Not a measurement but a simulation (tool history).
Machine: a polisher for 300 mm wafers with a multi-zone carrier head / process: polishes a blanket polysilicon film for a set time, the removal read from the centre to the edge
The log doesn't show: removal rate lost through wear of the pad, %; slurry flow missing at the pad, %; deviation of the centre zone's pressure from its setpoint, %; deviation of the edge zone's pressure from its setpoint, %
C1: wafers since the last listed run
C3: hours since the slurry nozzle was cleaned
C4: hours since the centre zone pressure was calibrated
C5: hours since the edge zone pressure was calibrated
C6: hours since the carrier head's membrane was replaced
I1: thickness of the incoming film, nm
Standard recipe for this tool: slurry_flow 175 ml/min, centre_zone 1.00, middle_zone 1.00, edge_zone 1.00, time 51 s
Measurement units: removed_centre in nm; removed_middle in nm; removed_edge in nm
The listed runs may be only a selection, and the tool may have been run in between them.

run 1 day=0.000 | slurry_flow=150 centre_zone=1.00 middle_zone=1.00 edge_zone=0.91 time=51 | C1=0 wafers_polished_on_this_pad=1532 C3=239.9 C4=219.0 C5=200.4 C6=1482.4 | I1=1342.6 | removed_centre=274.5 removed_middle=277.5 removed_edge=264.6
run 2 day=1.312 | slurry_flow=150 centre_zone=1.00 middle_zone=1.00 edge_zone=0.91 time=51 | C1=315 wafers_polished_on_this_pad=1847 C3=271.4 C4=250.5 C5=231.9 C6=1513.9 | I1=1328.5 | removed_centre=273.6 removed_middle=282.4 removed_edge=273.5
run 3 day=3.621 | slurry_flow=175 centre_zone=1.00 middle_zone=1.00 edge_zone=1.00 time=51 | C1=554 wafers_polished_on_this_pad=2402 C3=326.8 C4=305.9 C5=287.3 C6=1569.3 | I1=1337.1 | removed_centre=282.9 removed_middle=290.3 removed_edge=287.0
-- day=4.229 carrier head's membrane replaced by a new one
-- day=8.229 edge zone pressure recalibrated
run 4 day=8.250 | slurry_flow=215 centre_zone=1.05 middle_zone=1.00 edge_zone=0.95 time=63 | C1=1042 wafers_polished_on_this_pad=3444 C3=437.9 C4=417.0 C5=0.5 C6=96.5 | I1=1333.7 | removed_centre=387.2 removed_middle=364.6 removed_edge=353.2
-- day=9.321 slurry nozzle cleaned
-- day=10.950 worn pad replaced by a new one
run 5 day=10.971 | slurry_flow=175 centre_zone=1.00 middle_zone=1.00 edge_zone=1.00 time=51 | C1=603 wafers_polished_on_this_pad=4 C3=39.6 C4=482.3 C5=65.8 C6=161.8 | I1=1313.9 | removed_centre=282.5 removed_middle=288.3 removed_edge=286.9
run 6 day=12.238 | slurry_flow=120 centre_zone=1.00 middle_zone=0.90 edge_zone=0.97 time=36 | C1=304 wafers_polished_on_this_pad=309 C3=70.0 C4=512.7 C5=96.2 C6=192.2 | I1=1319.8 | removed_centre=182.0 removed_middle=174.6 removed_edge=190.2
-- day=13.608 centre zone pressure recalibrated
run 7 day=13.775 | slurry_flow=175 centre_zone=1.08 middle_zone=1.00 edge_zone=1.07 time=60 | C1=349 wafers_polished_on_this_pad=658 C3=106.9 C4=4.0 C5=133.1 C6=229.1 | I1=1329.0 | removed_centre=357.0 removed_middle=337.8 removed_edge=352.7
run 8 day=15.600 | slurry_flow=175 centre_zone=1.00 middle_zone=1.00 edge_zone=1.00 time=44 | C1=438 wafers_polished_on_this_pad=1097 C3=150.7 C4=47.8 C5=176.9 C6=272.9 | I1=1341.7 | removed_centre=243.0 removed_middle=248.3 removed_edge=248.1
run 9 day=16.688 | slurry_flow=175 centre_zone=1.10 middle_zone=1.05 edge_zone=1.00 time=35 | C1=261 wafers_polished_on_this_pad=1358 C3=176.8 C4=73.9 C5=203.0 C6=299.0 | I1=1322.1 | removed_centre=214.7 removed_middle=207.4 removed_edge=199.1
run 10 day=19.204 | slurry_flow=175 centre_zone=1.00 middle_zone=1.00 edge_zone=1.00 time=34 | C1=604 wafers_polished_on_this_pad=1963 C3=237.2 C4=134.3 C5=263.4 C6=359.4 | I1=1331.6 | removed_centre=188.6 removed_middle=192.3 removed_edge=192.8
run 11 day=20.575 | slurry_flow=145 centre_zone=1.00 middle_zone=0.95 edge_zone=1.06 time=56 | C1=329 wafers_polished_on_this_pad=2292 C3=270.1 C4=167.2 C5=296.3 C6=392.3 | I1=1349.5 | removed_centre=299.5 removed_middle=291.0 removed_edge=319.1
run 12 day=23.062 | slurry_flow=175 centre_zone=1.00 middle_zone=1.00 edge_zone=1.00 time=51 | C1=597 wafers_polished_on_this_pad=2890 C3=329.8 C4=226.9 C5=356.0 C6=452.0 | I1=1332.5 | removed_centre=284.8 removed_middle=287.5 removed_edge=287.3
-- day=25.304 slurry nozzle cleaned
run 13 day=25.979 | slurry_flow=175 centre_zone=1.00 middle_zone=1.00 edge_zone=1.00 time=51 | C1=690 wafers_polished_on_this_pad=3581 C3=16.2 C4=296.9 C5=426.0 C6=522.0 | I1=1312.9 | removed_centre=282.4 removed_middle=285.8 removed_edge=285.6
-- day=26.100 edge zone pressure recalibrated
run 14 day=27.000 | slurry_flow=175 centre_zone=1.00 middle_zone=1.00 edge_zone=1.00 time=51 | C1=225 wafers_polished_on_this_pad=3806 C3=40.7 C4=321.4 C5=21.6 C6=546.5 | I1=1331.8 | removed_centre=289.4 removed_middle=287.8 removed_edge=290.3
-- day=27.842 worn pad replaced by a new one
run 15 day=29.421 | slurry_flow=175 centre_zone=1.00 middle_zone=1.00 edge_zone=1.00 time=51 | C1=541 wafers_polished_on_this_pad=379 C3=98.8 C4=379.5 C5=79.7 C6=604.6 | I1=1328.1 | removed_centre=285.3 removed_middle=287.7 removed_edge=284.5
run 16 day=30.746 | slurry_flow=175 centre_zone=0.90 middle_zone=1.00 edge_zone=1.00 time=51 | C1=318 wafers_polished_on_this_pad=697 C3=130.6 C4=411.3 C5=111.5 C6=636.4 | I1=1330.4 | removed_centre=249.9 removed_middle=286.1 removed_edge=288.6
run 17 day=32.012 | slurry_flow=135 centre_zone=1.00 middle_zone=1.00 edge_zone=1.06 time=51 | C1=304 wafers_polished_on_this_pad=1001 C3=161.0 C4=441.7 C5=141.9 C6=666.8 | I1=1350.0 | removed_centre=272.6 removed_middle=274.7 removed_edge=286.0
run 18 day=33.354 | slurry_flow=200 centre_zone=1.00 middle_zone=1.00 edge_zone=1.11 time=51 | C1=322 wafers_polished_on_this_pad=1324 C3=193.2 C4=473.9 C5=174.1 C6=699.0 | I1=1336.3 | removed_centre=285.1 removed_middle=295.2 removed_edge=304.9
run 19 day=35.638 | slurry_flow=120 centre_zone=1.05 middle_zone=0.90 edge_zone=1.00 time=45 | C1=548 wafers_polished_on_this_pad=1872 C3=248.0 C4=528.7 C5=228.9 C6=753.8 | I1=1306.7 | removed_centre=245.7 removed_middle=216.2 removed_edge=241.4
-- day=35.754 centre zone pressure recalibrated
run 20 day=38.225 | slurry_flow=150 centre_zone=1.00 middle_zone=1.00 edge_zone=1.00 time=58 | C1=601 wafers_polished_on_this_pad=2474 C3=310.1 C4=59.3 C5=291.0 C6=815.9 | I1=1336.9 | removed_centre=315.9 removed_middle=318.8 removed_edge=322.2
-- day=40.525 slurry nozzle cleaned
-- day=44.012 edge zone pressure recalibrated
-- day=45.454 worn pad replaced by a new one
run 21 day=46.975 | slurry_flow=225 centre_zone=1.00 middle_zone=1.07 edge_zone=1.00 time=51 | C1=2032 wafers_polished_on_this_pad=365 C3=154.8 C4=269.3 C5=71.1 C6=1025.9 | I1=1322.9 | removed_centre=294.0 removed_middle=316.6 removed_edge=297.5

State the hidden condition of the tool at each of the runs:
removal rate lost through wear of the pad, %: 0 in every run
slurry flow missing at the pad, %: 0 in every run
deviation of the centre zone's pressure from its setpoint, %: 0 in every run
deviation of the edge zone's pressure from its setpoint, %: 0 in every run
